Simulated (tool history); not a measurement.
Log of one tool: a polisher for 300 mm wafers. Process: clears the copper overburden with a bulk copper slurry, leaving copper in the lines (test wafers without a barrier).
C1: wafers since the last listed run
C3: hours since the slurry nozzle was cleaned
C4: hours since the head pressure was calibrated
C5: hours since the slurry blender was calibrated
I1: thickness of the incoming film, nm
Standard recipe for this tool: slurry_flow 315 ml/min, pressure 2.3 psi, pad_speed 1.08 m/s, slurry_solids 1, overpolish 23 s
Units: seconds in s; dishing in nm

{"run": 1, "hour": 0.0, "slurry_flow": 315, "pressure": 2.3, "pad_speed": 1.08, "slurry_solids": 1, "overpolish": 23, "C1": 0, "wafers polished on this pad": 1789, "C3": 529.2, "C4": 585.8, "C5": 167.8, "I1": 664, "seconds": 79.5, "dishing": 69.4}
{"run": 2, "hour": 57.5, "slurry_flow": 315, "pressure": 2.3, "pad_speed": 1.08, "slurry_solids": 1, "overpolish": 23, "C1": 498, "wafers polished on this pad": 2288, "C3": 586.7, "C4": 643.3, "C5": 225.3, "I1": 653.8, "seconds": 77.3, "dishing": 69.2}
{"run": 3, "hour": 145.9, "slurry_flow": 315, "pressure": 2.3, "pad_speed": 1.08, "slurry_solids": 1, "overpolish": 23, "C1": 766, "wafers polished on this pad": 3054, "C3": 675.1, "C4": 731.7, "C5": 313.7, "I1": 655.3, "seconds": 78, "dishing": 69.5}
{"hour": 163.3, "done": "slurry nozzle cleaned"}
{"hour": 182.3, "done": "slurry blender recalibrated"}
{"hour": 206.2, "done": "worn pad replaced by a new one"}
{"run": 4, "hour": 212.9, "slurry_flow": 315, "pressure": 2.3, "pad_speed": 1.08, "slurry_solids": 1, "overpolish": 23, "C1": 520, "wafers polished on this pad": 58, "C3": 49.6, "C4": 798.7, "C5": 30.6, "I1": 655, "seconds": 78.2, "dishing": 71.4}
{"run": 5, "hour": 254.0, "slurry_flow": 315, "pressure": 2.3, "pad_speed": 1.08, "slurry_solids": 1, "overpolish": 23, "C1": 356, "wafers polished on this pad": 414, "C3": 90.7, "C4": 839.8, "C5": 71.7, "I1": 671.5, "seconds": 79.9, "dishing": 69.3}
{"run": 6, "hour": 313.8, "slurry_flow": 315, "pressure": 2.3, "pad_speed": 1.08, "slurry_solids": 1, "overpolish": 23, "C1": 518, "wafers polished on this pad": 933, "C3": 150.5, "C4": 899.6, "C5": 131.5, "I1": 667.3, "seconds": 79.1, "dishing": 68.9}
{"run": 7, "hour": 369.8, "slurry_flow": 315, "pressure": 2.3, "pad_speed": 1.08, "slurry_solids": 1, "overpolish": 23, "C1": 485, "wafers polished on this pad": 1418, "C3": 206.5, "C4": 955.6, "C5": 187.5, "I1": 662.1, "seconds": 77.9, "dishing": 69.4}
{"run": 8, "hour": 436.8, "slurry_flow": 315, "pressure": 2.3, "pad_speed": 1.08, "slurry_solids": 1, "overpolish": 23, "C1": 580, "wafers polished on this pad": 1999, "C3": 273.5, "C4": 1022.6, "C5": 254.5, "I1": 673.7, "seconds": 79.4, "dishing": 72}
{"hour": 455.1, "done": "head pressure recalibrated"}
{"run": 9, "hour": 482.6, "slurry_flow": 315, "pressure": 2.3, "pad_speed": 1.08, "slurry_solids": 1, "overpolish": 23, "C1": 379, "wafers polished on this pad": 2379, "C3": 319.3, "C4": 27.5, "C5": 300.3, "I1": 658.7, "seconds": 78.7, "dishing": 69}
{"run": 10, "hour": 540.1, "slurry_flow": 315, "pressure": 2.6, "pad_speed": 1.4, "slurry_solids": 1, "overpolish": 33, "C1": 498, "wafers polished on this pad": 2877, "C3": 376.8, "C4": 85, "C5": 357.8, "I1": 668.4, "seconds": 54.5, "dishing": 86.5}
{"hour": 542.7, "done": "slurry blender recalibrated"}
{"hour": 557.2, "done": "worn pad replaced by a new one"}
{"run": 11, "hour": 608.0, "slurry_flow": 315, "pressure": 2.3, "pad_speed": 1.08, "slurry_solids": 1, "overpolish": 23, "C1": 536, "wafers polished on this pad": 440, "C3": 444.7, "C4": 152.9, "C5": 65.3, "I1": 671.8, "seconds": 80, "dishing": 69.5}
{"run": 12, "hour": 679.7, "slurry_flow": 360, "pressure": 2.3, "pad_speed": 1.08, "slurry_solids": 1.1, "overpolish": 37, "C1": 621, "wafers polished on this pad": 1062, "C3": 516.4, "C4": 224.6, "C5": 137, "I1": 661.2, "seconds": 75.4, "dishing": 83.5}
{"run": 13, "hour": 743.7, "slurry_flow": 315, "pressure": 2.3, "pad_speed": 1.08, "slurry_solids": 1, "overpolish": 23, "C1": 554, "wafers polished on this pad": 1616, "C3": 580.4, "C4": 288.6, "C5": 201, "I1": 669, "seconds": 78.9, "dishing": 69.7}
{"run": 14, "hour": 769.7, "slurry_flow": 315, "pressure": 2.3, "pad_speed": 1.08, "slurry_solids": 1.1, "overpolish": 23, "C1": 225, "wafers polished on this pad": 1842, "C3": 606.4, "C4": 314.6, "C5": 227, "I1": 664.4, "seconds": 76.4, "dishing": 70.6}
{"run": 15, "hour": 809.4, "slurry_flow": 315, "pressure": 2.3, "pad_speed": 1.08, "slurry_solids": 0.8, "overpolish": 29, "C1": 344, "wafers polished on this pad": 2186, "C3": 646.1, "C4": 354.3, "C5": 266.7, "I1": 664.2, "seconds": 83.9, "dishing": 74.9}
{"hour": 811.4, "done": "slurry nozzle cleaned"}
{"run": 16, "hour": 840.5, "slurry_flow": 250, "pressure": 2.3, "pad_speed": 1.08, "slurry_solids": 0.9, "overpolish": 23, "C1": 260, "wafers polished on this pad": 2447, "C3": 29.1, "C4": 385.4, "C5": 297.8, "I1": 654.2, "seconds": 80.8, "dishing": 68.3}
{"run": 17, "hour": 907.0, "slurry_flow": 315, "pressure": 2, "pad_speed": 0.76, "slurry_solids": 1, "overpolish": 23, "C1": 576, "wafers polished on this pad": 3024, "C3": 95.6, "C4": 451.9, "C5": 364.3, "I1": 656.4, "seconds": 120.8, "dishing": 55.4}
{"hour": 956.0, "done": "worn pad replaced by a new one"}
{"hour": 958.2, "done": "slurry blender recalibrated"}
{"run": 18, "hour": 958.7, "slurry_flow": 260, "pressure": 2.3, "pad_speed": 1.08, "slurry_solids": 1, "overpolish": 23, "C1": 396, "wafers polished on this pad": 6, "C3": 147.3, "C4": 503.6, "C5": 0.5, "I1": 665.1, "seconds": 79.7, "dishing": 69.4}
{"run": 19, "hour": 977.7, "slurry_flow": 315, "pressure": 2.3, "pad_speed": 1.08, "slurry_solids": 1.2, "overpolish": 10, "C1": 164, "wafers polished on this pad": 171, "C3": 166.3, "C4": 522.6, "C5": 19.5, "I1": 660.2, "seconds": 74.5, "dishing": 45.2}
{"run": 20, "hour": 1038.0, "slurry_flow": 315, "pressure": 2.3, "pad_speed": 1.08, "slurry_solids": 0.9, "overpolish": 23, "C1": 522, "wafers polished on this pad": 693, "C3": 226.6, "C4": 582.9, "C5": 79.8, "I1": 658, "seconds": 80.1, "dishing": 69.5}
{"run": 21, "hour": 1079.8, "slurry_flow": 315, "pressure": 1.9, "pad_speed": 1.08, "slurry_solids": 1, "overpolish": 37, "C1": 362, "wafers polished on this pad": 1056, "C3": 268.4, "C4": 624.7, "C5": 121.6, "I1": 657.6, "seconds": 94.7, "dishing": 73.1}
{"run": 22, "hour": 1136.7, "slurry_flow": 420, "pressure": 1.8, "pad_speed": 1.08, "slurry_solids": 1, "overpolish": 23, "C1": 493, "wafers polished on this pad": 1549, "C3": 325.3, "C4": 681.6, "C5": 178.5, "I1": 656.2, "seconds": 97.4, "dishing": 60.7}
{"run": 23, "hour": 1174.9, "slurry_flow": 315, "pressure": 2.3, "pad_speed": 1.2, "slurry_solids": 1, "overpolish": 23, "C1": 331, "wafers polished on this pad": 1880, "C3": 363.5, "C4": 719.8, "C5": 216.7, "I1": 666.7, "seconds": 72.2, "dishing": 72.4}
{"run": 24, "hour": 1204.9, "slurry_flow": 315, "pressure": 2.3, "pad_speed": 1.08, "slurry_solids": 0.75, "overpolish": 23, "C1": 260, "wafers polished on this pad": 2140, "C3": 393.5, "C4": 749.8, "C5": 246.7, "I1": 669.5, "seconds": 85.7, "dishing": 67.8}
{"run": 25, "hour": 1274.9, "slurry_flow": 315, "pressure": 1.9, "pad_speed": 1.08, "slurry_solids": 1.2, "overpolish": 23, "C1": 606, "wafers polished on this pad": 2747, "C3": 463.5, "C4": 819.8, "C5": 316.7, "I1": 663.3, "seconds": 88.8, "dishing": 64}
{"hour": 1315.9, "done": "worn pad replaced by a new one"}
{"run": 26, "hour": 1326.5, "slurry_flow": 315, "pressure": 2.3, "pad_speed": 0.72, "slurry_solids": 0.85, "overpolish": 23, "C1": 412, "wafers polished on this pad": 92, "C3": 515.1, "C4": 871.4, "C5": 368.3, "I1": 651, "seconds": 115.1, "dishing": 56.9}
{"hour": 1357.1, "done": "slurry blender recalibrated"}
{"run": 27, "hour": 1367.1, "slurry_flow": 315, "pressure": 2.5, "pad_speed": 1.08, "slurry_solids": 1, "overpolish": 10, "C1": 334, "wafers polished on this pad": 426, "C3": 555.7, "C4": 912, "C5": 10, "I1": 654.8, "seconds": 72.6, "dishing": 46.6}

Forecast each of these 5 alternatives for the next run:
{"run": "A", "hour": 1367.6, "slurry_flow": 375, "pressure": 2.3, "pad_speed": 1.08, "slurry_solids": 1, "overpolish": 23, "C1": 4, "wafers polished on this pad": 431, "C3": 556.2, "C4": 912.5, "C5": 10.5, "I1": 666.9, "seconds": "?", "dishing": "?"}
{"run": "B", "hour": 1367.6, "slurry_flow": 315, "pressure": 2, "pad_speed": 0.88, "slurry_solids": 1, "overpolish": 15, "C1": 4, "wafers polished on this pad": 431, "C3": 556.2, "C4": 912.5, "C5": 10.5, "I1": 666.9, "seconds": "?", "dishing": "?"}
{"run": "C", "hour": 1367.6, "slurry_flow": 365, "pressure": 1.7, "pad_speed": 1.08, "slurry_solids": 1, "overpolish": 23, "C1": 4, "wafers polished on this pad": 431, "C3": 556.2, "C4": 912.5, "C5": 10.5, "I1": 666.9, "seconds": "?", "dishing": "?"}
{"run": "D", "hour": 1367.6, "slurry_flow": 355, "pressure": 1.7, "pad_speed": 0.98, "slurry_solids": 1, "overpolish": 12, "C1": 4, "wafers polished on this pad": 431, "C3": 556.2, "C4": 912.5, "C5": 10.5, "I1": 666.9, "seconds": "?", "dishing": "?"}
{"run": "E", "hour": 1367.6, "slurry_flow": 375, "pressure": 1.9, "pad_speed": 1.08, "slurry_solids": 1.1, "overpolish": 23, "C1": 4, "wafers polished on this pad": 431, "C3": 556.2, "C4": 912.5, "C5": 10.5, "I1": 666.9, "seconds": "?", "dishing": "?"}

run=A seconds=78.6 dishing=71.3
run=B seconds=110 dishing=46.2
run=C seconds=106.5 dishing=58.6
run=D seconds=116.5 dishing=37.4
run=E seconds=92.6 dishing=63.9
Without the tool's hidden state the same runs would have given:
run=A seconds=78.6 dishing=71.3
run=B seconds=110 dishing=46.2
run=C seconds=106.5 dishing=58.6
run=D seconds=116.5 dishing=37.4
run=E seconds=92.6 dishing=63.9
